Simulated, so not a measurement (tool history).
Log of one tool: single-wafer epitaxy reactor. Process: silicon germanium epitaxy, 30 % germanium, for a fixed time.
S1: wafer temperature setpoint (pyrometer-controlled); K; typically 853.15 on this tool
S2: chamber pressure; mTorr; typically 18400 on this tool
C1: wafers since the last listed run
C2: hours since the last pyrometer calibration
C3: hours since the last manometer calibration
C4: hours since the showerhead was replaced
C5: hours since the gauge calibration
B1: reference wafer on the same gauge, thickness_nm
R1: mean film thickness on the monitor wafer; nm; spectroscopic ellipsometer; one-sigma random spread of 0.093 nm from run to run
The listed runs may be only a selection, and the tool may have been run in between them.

run,day,S1,S2,C1,C2,C3,C4,C5,B1,R1
1,0,853.15,19500,0,141.7,978.6,4060.8,188.1,43.999,39.971
2,1.979,853.15,18400,503,189.2,1026.1,4108.3,235.6,44.04,38.995
# day 7.383: capacitance manometer re-zeroed and calibrated
3,13.458,853.15,20200,2836,464.7,145.8,4383.8,511.1,44.013,40.742
4,17.154,853.15,20200,940,553.4,234.5,4472.5,599.8,44.011,40.656
5,19.717,853.15,20200,652,614.9,296,4534,661.3,43.958,40.779
6,25.225,860.15,17100,1401,747.1,428.2,4666.2,793.5,44.015,44.536
7,28.112,860.15,17100,734,816.4,497.5,4735.5,862.8,44.002,44.432
8,31.275,860.15,17100,804,892.3,573.4,4811.4,938.7,43.946,44.4
9,35.554,853.15,20000,1089,995,676.1,4914.1,1041.4,44.023,40.969
10,37.817,853.15,20000,575,1049.3,730.4,4968.4,1095.7,44.007,40.947
11,40.171,853.15,20000,599,1105.8,786.9,5024.9,1152.2,43.999,40.879
12,46.846,861.15,18400,1698,1266,947.1,5185.1,1312.4,43.976,47.347
# day 48.062: capacitance manometer re-zeroed and calibrated
13,48.642,861.15,18400,372,1309.1,13.9,5228.2,1355.5,43.995,47.231
14,50.967,861.15,18400,591,1364.9,69.7,5284,1411.3,44.042,47.367
# day 53.475: pyrometer calibrated
15,54.308,853.15,18400,765,20,149.9,5364.2,1491.5,43.999,38.904
16,55.992,853.15,21800,428,60.4,190.3,5404.6,1531.9,43.985,41.544
17,60.304,840.15,16700,1097,163.9,293.8,5508.1,1635.4,44.005,28.01
18,64.212,841.15,21800,994,257.7,387.6,5601.9,1729.2,44.002,31.975
19,66.154,853.15,18400,494,304.3,434.2,5648.5,1775.8,43.961,38.925
# day 67.008: gauge calibrated
20,67.75,846.15,16200,406,342.6,472.5,5686.8,17.8,44.04,31.606
# day 69.983: showerhead replaced
21,70.808,860.15,17100,693,416,545.9,19.8,91.2,43.99,44.12
22,73.646,849.15,15100,722,484.1,614,87.9,159.3,43.959,32.878
23,77.362,853.15,18400,945,573.3,703.2,177.1,248.5,44.021,39.114
24,81.629,853.15,18400,1085,675.7,805.6,279.5,350.9,44.038,38.891
25,86.017,843.15,18400,1116,781,910.9,384.8,456.2,44.009,31.265
# day 87.167: capacitance manometer re-zeroed and calibrated
26,88.533,853.15,15300,555,841.4,32.8,445.2,516.6,43.985,36.363
27,91.142,853.15,18400,663,904,95.4,507.8,579.2,44.031,39.276
28,94.217,839.15,15700,782,977.8,169.2,581.6,653,43.998,26.931
29,96.662,849.15,21500,622,1036.5,227.9,640.3,711.7,43.99,38.437
30,100.425,865.15,18400,957,1126.8,318.2,730.6,802,44.038,50.987
31,102.562,846.15,22800,544,1178.1,369.5,781.9,853.3,43.988,37.028
32,104.096,848.15,18400,390,1214.9,406.3,818.7,890.1,43.991,35.422

4 options for the next run, each taken on its own from the tool as it stands now. Forecast them:
A,104.112,853.15,23000,4,1215.3,406.7,819.1,890.5,?,?
B,104.112,868.15,15700,4,1215.3,406.7,819.1,890.5,?,?
C,104.112,863.15,23000,4,1215.3,406.7,819.1,890.5,?,?
D,104.112,859.15,14900,4,1215.3,406.7,819.1,890.5,?,?

run,B1,R1
A,43.963,43.157
B,43.963,50.826
C,43.963,53.502
D,43.963,41.109
With no hidden state in the tool, these same runs would have given:
run,R1
A,42.571
B,50.163
C,52.795
D,40.56
